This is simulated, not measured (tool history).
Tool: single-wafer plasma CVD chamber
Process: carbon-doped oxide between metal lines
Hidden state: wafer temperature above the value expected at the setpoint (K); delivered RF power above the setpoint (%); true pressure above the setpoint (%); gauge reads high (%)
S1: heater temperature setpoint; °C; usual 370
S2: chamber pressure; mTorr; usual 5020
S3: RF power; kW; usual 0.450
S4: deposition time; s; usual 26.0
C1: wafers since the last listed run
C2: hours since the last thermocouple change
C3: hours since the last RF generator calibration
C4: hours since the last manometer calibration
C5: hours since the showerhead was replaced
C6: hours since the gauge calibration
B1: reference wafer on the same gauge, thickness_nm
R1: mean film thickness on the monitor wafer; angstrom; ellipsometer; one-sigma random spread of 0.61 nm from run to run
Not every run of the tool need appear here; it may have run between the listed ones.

run,hour,S1,S2,S3,S4,C1,C2,C3,C4,C5,C6,B1,R1
1,0.0,370,4570,0.450,26.0,0,317.4,96.3,822.1,6713.3,2449.3,100.290,1132.96
2,54.0,370,4570,0.450,26.0,1249,371.4,150.3,876.1,6767.3,2503.3,100.335,1130.91
3,112.5,370,4570,0.450,26.0,1353,429.9,208.8,934.6,6825.8,2561.8,100.344,1122.84
# hour 134.9: showerhead replaced
4,212.5,370,5020,0.450,26.0,2128,529.9,308.8,1034.6,77.6,2661.8,100.405,1141.44
5,255.5,370,5020,0.450,26.0,995,572.9,351.8,1077.6,120.6,2704.8,100.522,1152.76
6,346.6,370,5020,0.450,26.0,2108,664.0,442.9,1168.7,211.7,2795.9,100.375,1144.51
7,423.3,370,5850,0.450,29.2,1774,740.7,519.6,1245.4,288.4,2872.6,100.578,1327.08
# hour 575.4: thermocouple changed; heater temperature recalibrated
# hour 579.1: gauge calibrated
8,672.3,358,5020,0.395,26.0,5576,96.9,768.6,1494.4,537.4,93.2,95.341,1043.24
9,714.2,370,5020,0.450,26.0,969,138.8,810.5,1536.3,579.3,135.1,95.415,1084.81
10,812.0,375,5020,0.450,26.0,2263,236.6,908.3,1634.1,677.1,232.9,96.112,1088.90
11,865.9,370,5020,0.450,26.0,1247,290.5,962.2,1688.0,731.0,286.8,96.206,1102.75
# hour 885.2: capacitance manometer re-zeroed and calibrated
12,973.5,381,4150,0.395,24.4,2304,398.1,1069.8,88.3,838.6,394.4,96.671,915.07
13,1037.4,379,5020,0.450,27.1,1478,462.0,1133.7,152.2,902.5,458.3,97.013,1126.40
14,1077.6,370,5020,0.450,26.0,930,502.2,1173.9,192.4,942.7,498.5,97.252,1107.28
15,1125.3,379,6110,0.490,21.3,1103,549.9,1221.6,240.1,990.4,546.2,97.321,957.14
16,1170.3,370,4710,0.450,26.0,1041,594.9,1266.6,285.1,1035.4,591.2,97.424,1099.61
17,1220.5,370,5020,0.450,26.0,1161,645.1,1316.8,335.3,1085.6,641.4,97.647,1118.33
18,1301.8,370,3930,0.450,26.0,1881,726.4,1398.1,416.6,1166.9,722.7,97.810,1074.00
19,1375.7,370,4420,0.450,26.0,1710,800.3,1472.0,490.5,1240.8,796.6,98.143,1091.94
20,1432.7,370,5020,0.500,26.0,1319,857.3,1529.0,547.5,1297.8,853.6,98.222,1189.48
21,1488.0,370,5020,0.450,26.0,1279,912.6,1584.3,602.8,1353.1,908.9,98.443,1122.00
# hour 1561.0: thermocouple changed; heater temperature recalibrated
22,1562.2,382,5840,0.530,23.8,1531,1.2,1658.5,677.0,1427.3,983.1,98.471,1101.34
23,1669.1,370,5020,0.400,28.0,2473,108.1,1765.4,783.9,1534.2,1090.0,98.686,1147.03
24,1768.6,370,5020,0.370,26.0,2302,207.6,1864.9,883.4,1633.7,1189.5,99.094,1021.03
25,1807.6,374,5020,0.410,29.1,902,246.6,1903.9,922.4,1672.7,1228.5,98.966,1181.63
26,1860.3,370,4570,0.450,26.0,1219,299.3,1956.6,975.1,1725.4,1281.2,99.058,1110.04
27,1917.4,370,5020,0.450,26.0,1321,356.4,2013.7,1032.2,1782.5,1338.3,99.033,1139.23
28,2003.8,370,6180,0.495,28.8,1999,442.8,2100.1,1118.6,1868.9,1424.7,99.233,1358.03
# hour 2029.2: RF generator calibrated
29,2050.5,355,5020,0.390,22.3,895,489.5,21.3,1165.3,1915.6,1471.4,99.334,944.66

For each run, what was the tool's unlogged condition?
wafer temperature above the value expected at the setpoint (K): 0 in every run
delivered RF power above the setpoint (%): 0 in every run
true pressure above the setpoint (%): 0 in every run
H1: gauge reads high (%)
run,H1
1,5.59
2,5.61
3,5.63
4,5.67
5,5.68
6,5.71
7,5.73
8,0.25
9,0.502
10,1.05
11,1.32
12,1.82
13,2.09
14,2.25
15,2.43
16,2.59
17,2.76
18,3.02
19,3.23
20,3.39
21,3.52
22,3.7
23,3.92
24,4.11
25,4.18
26,4.26
27,4.35
28,4.48
29,4.54
